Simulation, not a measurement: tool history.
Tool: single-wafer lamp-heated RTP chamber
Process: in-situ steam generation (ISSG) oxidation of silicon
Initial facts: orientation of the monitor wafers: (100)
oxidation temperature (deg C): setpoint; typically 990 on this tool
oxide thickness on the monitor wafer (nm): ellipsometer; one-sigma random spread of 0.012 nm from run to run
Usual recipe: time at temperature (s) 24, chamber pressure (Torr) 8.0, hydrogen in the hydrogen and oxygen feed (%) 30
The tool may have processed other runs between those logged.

run,day,oxidation temperature (deg C),time at temperature (s),chamber pressure (Torr),hydrogen in the hydrogen and oxygen feed (%),"read-back reference wafer on the same gauge, thickness",oxide thickness on the monitor wafer (nm)
1,0.000,990,24,8.0,30,6.060,6.365
2,3.292,990,24,8.0,30,6.059,6.377
# day 3.733: pyrometer window cleaned and pyrometer calibrated
3,6.525,990,24,8.0,30,6.060,6.320
4,8.571,990,24,8.0,30,6.058,6.334
5,12.929,990,24,8.0,30,6.059,6.353
6,17.425,986,24,8.0,30,6.060,6.258
7,20.258,986,24,8.0,30,6.062,6.251
8,23.721,990,24,8.0,30,6.059,6.376
# day 26.358: pyrometer window cleaned and pyrometer calibrated
9,35.725,990,24,8.0,30,6.061,6.351
10,39.825,990,24,8.0,30,6.060,6.371
11,42.417,990,24,8.0,30,6.059,6.363
12,46.646,990,24,8.0,30,6.058,6.391
# day 48.283: pyrometer window cleaned and pyrometer calibrated
13,49.717,990,24,8.0,30,6.060,6.340
# day 52.500: hydrogen flow controller replaced
14,52.650,990,24,8.0,30,6.059,6.282
15,57.033,990,24,8.0,30,6.059,6.304
16,60.521,990,24,8.8,30,6.060,6.247
17,64.554,975,16,8.0,25,6.059,4.783
18,66.488,990,16,6.9,32,6.058,5.396
# day 70.592: gauge calibrated
19,70.812,990,24,8.0,30,6.061,6.350
# day 71.346: pyrometer window cleaned and pyrometer calibrated
20,74.829,973,19,8.8,24,6.062,5.029
# day 75.183: pressure gauge zeroed
21,78.733,984,31,6.9,21,6.061,6.363
22,83.083,990,24,8.0,30,6.060,6.327
23,86.329,984,27,6.9,23,6.061,6.098
24,88.904,990,24,8.0,30,6.062,6.362

What will run 25 give?
# day 94.408: pyrometer window cleaned and pyrometer calibrated
25,100.204,990,24,8.0,30,?,?

Logged for run 25: read-back reference wafer on the same gauge, thickness 6.061, oxide thickness on the monitor wafer (nm) 6.361.
Take away the tool's hidden state, keep the run-to-run variation as it was, and the same run would have given oxide thickness on the monitor wafer (nm) 6.292.

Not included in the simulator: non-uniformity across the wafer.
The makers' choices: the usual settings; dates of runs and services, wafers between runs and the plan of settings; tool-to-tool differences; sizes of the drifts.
